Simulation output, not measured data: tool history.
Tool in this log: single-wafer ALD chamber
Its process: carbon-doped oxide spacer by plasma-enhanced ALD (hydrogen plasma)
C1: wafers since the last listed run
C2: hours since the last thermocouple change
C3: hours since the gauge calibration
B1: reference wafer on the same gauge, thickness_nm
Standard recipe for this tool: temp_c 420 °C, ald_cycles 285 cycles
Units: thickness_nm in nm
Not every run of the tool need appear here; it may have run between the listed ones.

Run 1, hour 0: usual settings but ald_cycles 323 cycles; C1 0; C2 394.5; C3 984; B1 14.508. Result: thickness_nm 14.934 nm.
Run 2, hour 88.4: usual settings but ald_cycles 323 cycles; C1 102; C2 482.9; C3 1072.4; B1 14.518. Result: thickness_nm 14.858 nm.
Run 3, hour 171.6: usual settings; C1 96; C2 566.1; C3 1155.6; B1 14.513. Result: thickness_nm 13.068 nm.
Run 4, hour 222.6: usual settings; C1 58; C2 617.1; C3 1206.6; B1 14.533. Result: thickness_nm 13.135 nm.
Run 5, hour 288.4: usual settings; C1 76; C2 682.9; C3 1272.4; B1 14.486. Result: thickness_nm 13.062 nm.
Run 6, hour 445.2: usual settings but ald_cycles 241 cycles; C1 181; C2 839.7; C3 1429.2; B1 14.514. Result: thickness_nm 11.066 nm.
Run 7, hour 485.5: usual settings but ald_cycles 262 cycles; C1 46; C2 880; C3 1469.5; B1 14.514. Result: thickness_nm 11.95 nm.
Run 8, hour 559.7: usual settings but ald_cycles 262 cycles; C1 85; C2 954.2; C3 1543.7; B1 14.493. Result: thickness_nm 11.894 nm.
At hour 607: gauge calibrated.
Run 9, hour 612: usual settings; C1 60; C2 1006.5; C3 5; B1 14.501. Result: thickness_nm 12.946 nm.
Run 10, hour 648.2: usual settings; C1 41; C2 1042.7; C3 41.2; B1 14.511. Result: thickness_nm 12.994 nm.
Run 11, hour 722.2: usual settings; C1 85; C2 1116.7; C3 115.2; B1 14.511. Result: thickness_nm 12.903 nm.
Run 12, hour 793.3: usual settings but ald_cycles 242 cycles; C1 82; C2 1187.8; C3 186.3; B1 14.496. Result: thickness_nm 10.971 nm.
Run 13, hour 836.8: usual settings but temp_c 413 °C, ald_cycles 317 cycles; C1 50; C2 1231.3; C3 229.8; B1 14.51. Result: thickness_nm 14.698 nm.
At hour 910.1: thermocouple changed; heater temperature recalibrated.
Run 14, hour 938.6: usual settings but temp_c 413 °C, ald_cycles 317 cycles; C1 108; C2 28.5; C3 331.6; B1 14.52. Result: thickness_nm 14.978 nm.
Run 15, hour 1012.3: usual settings but temp_c 415 °C, ald_cycles 241 cycles; C1 85; C2 102.2; C3 405.3; B1 14.514. Result: thickness_nm 11.366 nm.
Run 16, hour 1055.1: usual settings but temp_c 410 °C, ald_cycles 317 cycles; C1 49; C2 145; C3 448.1; B1 14.494. Result: thickness_nm 15.129 nm.
Run 17, hour 1093.2: usual settings but temp_c 408 °C, ald_cycles 311 cycles; C1 44; C2 183.1; C3 486.2; B1 14.496. Result: thickness_nm 14.954 nm.
Run 18, hour 1158.7: usual settings but temp_c 433 °C, ald_cycles 232 cycles; C1 75; C2 248.6; C3 551.7; B1 14.49. Result: thickness_nm 10.205 nm.
Run 19, hour 1222.4: usual settings but temp_c 428 °C, ald_cycles 326 cycles; C1 73; C2 312.3; C3 615.4; B1 14.504. Result: thickness_nm 14.618 nm.
Run 20, hour 1300.3: usual settings but ald_cycles 243 cycles; C1 90; C2 390.2; C3 693.3; B1 14.483. Result: thickness_nm 11.171 nm.
Run 21, hour 1365.7: usual settings but temp_c 413 °C, ald_cycles 333 cycles; C1 75; C2 455.6; C3 758.7; B1 14.506. Result: thickness_nm 15.668 nm.
Run 22, hour 1440.5: usual settings but temp_c 430 °C, ald_cycles 260 cycles; C1 86; C2 530.4; C3 833.5; B1 14.484. Result: thickness_nm 11.487 nm.
Run 23, hour 1493.7: usual settings but temp_c 409 °C; C1 61; C2 583.6; C3 886.7; B1 14.505. Result: thickness_nm 13.598 nm.
Run 24, hour 1583.8: usual settings; C1 104; C2 673.7; C3 976.8; B1 14.483. Result: thickness_nm 13.044 nm.
Run 25, hour 1688.7: usual settings but ald_cycles 309 cycles; C1 121; C2 778.6; C3 1081.7; B1 14.492. Result: thickness_nm 14.116 nm.
Run 26, hour 1733.6: usual settings but temp_c 415 °C, ald_cycles 314 cycles; C1 51; C2 823.5; C3 1126.6; B1 14.509. Result: thickness_nm 14.619 nm.
Run 27, hour 1838.8: usual settings but ald_cycles 323 cycles; C1 121; C2 928.7; C3 1231.8; B1 14.467. Result: thickness_nm 14.714 nm.
At hour 1903.3: gauge calibrated.
Run 28, hour 1912.5: usual settings; C1 85; C2 1002.4; C3 9.2; B1 14.498. Result: thickness_nm 12.903 nm.

What if the next run were any one of these 4? Each begins from the tool's condition after run 28:
Run A, hour 1913.3: usual settings but ald_cycles 240 cycles; C1 0; C2 1003.2; C3 10; B1 ?. Result: thickness_nm ?.
Run B, hour 1913.3: usual settings but ald_cycles 251 cycles; C1 0; C2 1003.2; C3 10; B1 ?. Result: thickness_nm ?.
Run C, hour 1913.3: usual settings but temp_c 432 °C, ald_cycles 303 cycles; C1 0; C2 1003.2; C3 10; B1 ?. Result: thickness_nm ?.
Run D, hour 1913.3: usual settings but temp_c 431 °C, ald_cycles 259 cycles; C1 0; C2 1003.2; C3 10; B1 ?. Result: thickness_nm ?.

run      B1  thickness_nm
  A  14.476        10.848
  B  14.476        11.345
  C  14.476        13.088
  D  14.476        11.231
Stripped of hidden state, with their random variation kept, the same runs would have yielded:
run  thickness_nm
  A         11.02
  B        11.525
  C        13.305
  D        11.416
